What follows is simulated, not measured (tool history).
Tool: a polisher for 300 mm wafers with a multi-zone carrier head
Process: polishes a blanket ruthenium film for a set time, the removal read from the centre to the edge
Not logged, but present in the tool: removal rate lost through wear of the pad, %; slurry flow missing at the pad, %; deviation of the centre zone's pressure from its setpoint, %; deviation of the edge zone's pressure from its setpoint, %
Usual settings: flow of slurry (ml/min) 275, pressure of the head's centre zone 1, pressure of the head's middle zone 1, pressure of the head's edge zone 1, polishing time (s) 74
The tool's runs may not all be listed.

run   hour  flow of slurry (ml/min)  pressure of the head's centre zone  pressure of the head's middle zone  pressure of the head's edge zone  polishing time (s)  wafers since the last listed run  wafers polished on this pad  hours since the slurry nozzle was cleaned  hours since the centre zone pressure was calibrated  hours since the edge zone pressure was calibrated  hours since the carrier head's membrane was replaced  incoming thickness of the incoming film, nm  film removed at the wafer's centre (Å)  film removed at mid-radius (Å)  film removed at the wafer's edge (Å)
  1      0                      275                                   1                                   1                              1.09                  74                                 0                         1008                                       45.6                                                419.8                                              224.5                                                  1535                                        568.2                                     919                             946                                   966
  2     27                      275                                1.05                                   1                                 1                  74                               359                         1367                                       72.6                                                446.8                                              251.5                                                  1562                                        565.1                                     954                             938                                   924
  3   42.7                      275                                1.05                                   1                                 1                  74                               209                         1576                                       88.3                                                462.5                                              267.2                                                1577.7                                        567.8                                     937                             902                                   914
      56.9  -- carrier head's membrane replaced by a new one
  4   75.4                      275                                   1                                   1                                 1                  74                               368                         1945                                        121                                                495.2                                              299.9                                                  18.5                                        561.4                                     883                             907                                   889
     104.3  -- worn pad replaced by a new one, repeated, since the last time left the tool worse
  5  110.7                      275                                   1                                   1                                 1                  74                               416                           85                                      156.3                                                530.5                                              335.2                                                  53.8                                        560.4                                     999                            1027                                  1048
  6  139.5                      275                                   1                                0.91                                 1                  74                               383                          469                                      185.1                                                559.3                                                364                                                  82.6                                        556.5                                    1018                             956                                  1031
  7  174.6                      275                                   1                                   1                                 1                  74                               467                          936                                      220.2                                                594.4                                              399.1                                                 117.7                                        564.4                                    1002                            1012                                  1008
     179.2  -- slurry nozzle cleaned
  8  201.1                      275                                0.92                                   1                                 1                  74                               339                         1276                                       21.9                                                620.9                                              425.6                                                 144.2                                        553.6                                     906                            1013                                  1013
  9  215.6                      275                                   1                                   1                                 1                  74                               193                         1469                                       36.4                                                635.4                                              440.1                                                 158.7                                        554.1                                     981                            1019                                   985
 10  248.4                      245                                0.88                                   1                              0.95                  99                               436                         1906                                       69.2                                                668.2                                              472.9                                                 191.5                                        559.6                                    1099                            1298                                  1265
 11  267.7                      275                                1.05                                   1                                 1                  74                               257                         2163                                       88.5                                                687.5                                              492.2                                                 210.8                                        556.5                                    1006                             969                                   925
     277.1  -- worn pad replaced by a new one
 12  294.5                      275                                   1                                   1                              0.89                  74                               303                          231                                      115.3                                                714.3                                                519                                                 237.6                                        557.6                                    1000                            1044                                   965
 13  309.6                      275                                 1.1                                   1                              1.06                  74                               201                          432                                      130.4                                                729.4                                              534.1                                                 252.7                                        548.2                                    1104                            1018                                  1073
     318.4  -- edge zone pressure recalibrated
 14  341.9                      275                                   1                                   1                                 1                  74                               403                          836                                      162.7                                                761.7                                               23.5                                                   285                                        553.7                                     997                            1032                                  1027
     371.4  -- centre zone pressure recalibrated
     382.6  -- slurry nozzle cleaned
 15  394.7                      275                                   1                                   1                                 1                  74                               663                         1499                                       12.1                                                 23.3                                               76.3                                                 337.8                                        551.9                                     966                             991                                   980
     415.6  -- worn pad replaced by a new one
 16  417.3                      275                                1.06                                   1                                 1                  89                               247                           22                                       34.7                                                 45.9                                               98.9                                                 360.4                                        567.1                                    1283                            1260                                  1216
 17  435.2                      350                                   1                                1.09                                 1                  74                               238                          261                                       52.6                                                 63.8                                              116.8                                                 378.3                                        560.9                                    1031                            1132                                  1037
 18  469.9                      350                                1.12                                   1                                 1                  74                               462                          723                                       87.3                                                 98.5                                              151.5                                                   413                                        568.2                                    1121                            1069                                  1043
 19  485.8                      275                                   1                                   1                                 1                  89                               211                          935                                      103.2                                                114.4                                              167.4                                                 428.9                                        556.5                                    1202                            1244                                  1239
 20  498.4                      225                                   1                                   1                                 1                  74                               167                         1103                                      115.8                                                  127                                                180                                                 441.5                                        558.7                                     990                            1014                                   998
 21  573.6                      275                                   1                                   1                              0.96                  92                              1001                         2104                                        191                                                202.2                                              255.2                                                 516.7                                        561.8                                    1196                            1220                                  1188

Below are 5 alternative next runs, each starting from the tool's condition after run 21. Predict each:
  A   574                      275                                   1                                   1                                 1                  74                                 5                         2109                                      191.4                                                202.6                                              255.6                                                 517.1                                        560.2                                       ?                               ?                                     ?
  B   574                      275                                0.92                                   1                              0.94                  74                                 5                         2109                                      191.4                                                202.6                                              255.6                                                 517.1                                        560.2                                       ?                               ?                                     ?
  C   574                      275                                1.05                                   1                                 1                  62                                 5                         2109                                      191.4                                                202.6                                              255.6                                                 517.1                                        560.2                                       ?                               ?                                     ?
  D   574                      275                                   1                                1.07                              1.06                  74                                 5                         2109                                      191.4                                                202.6                                              255.6                                                 517.1                                        560.2                                       ?                               ?                                     ?
  E   574                      200                                   1                                 1.1                                 1                  74                                 5                         2109                                      191.4                                                202.6                                              255.6                                                 517.1                                        560.2                                       ?                               ?                                     ?

run  film removed at the wafer's centre (Å)  film removed at mid-radius (Å)  film removed at the wafer's edge (Å)
  A                                     948                             990                                   969
  B                                     872                             990                                   940
  C                                     834                             829                                   811
  D                                     949                            1048                                   996
  E                                     908                            1032                                   939
Take away the tool's hidden state, keep each run's random variation, and the runs would have read:
run  film removed at the wafer's centre (Å)  film removed at mid-radius (Å)  film removed at the wafer's edge (Å)
  A                                    1005                            1049                                  1027
  B                                     924                            1050                                   997
  C                                     885                             879                                   860
  D                                    1006                            1111                                  1056
  E                                     963                            1094                                   996
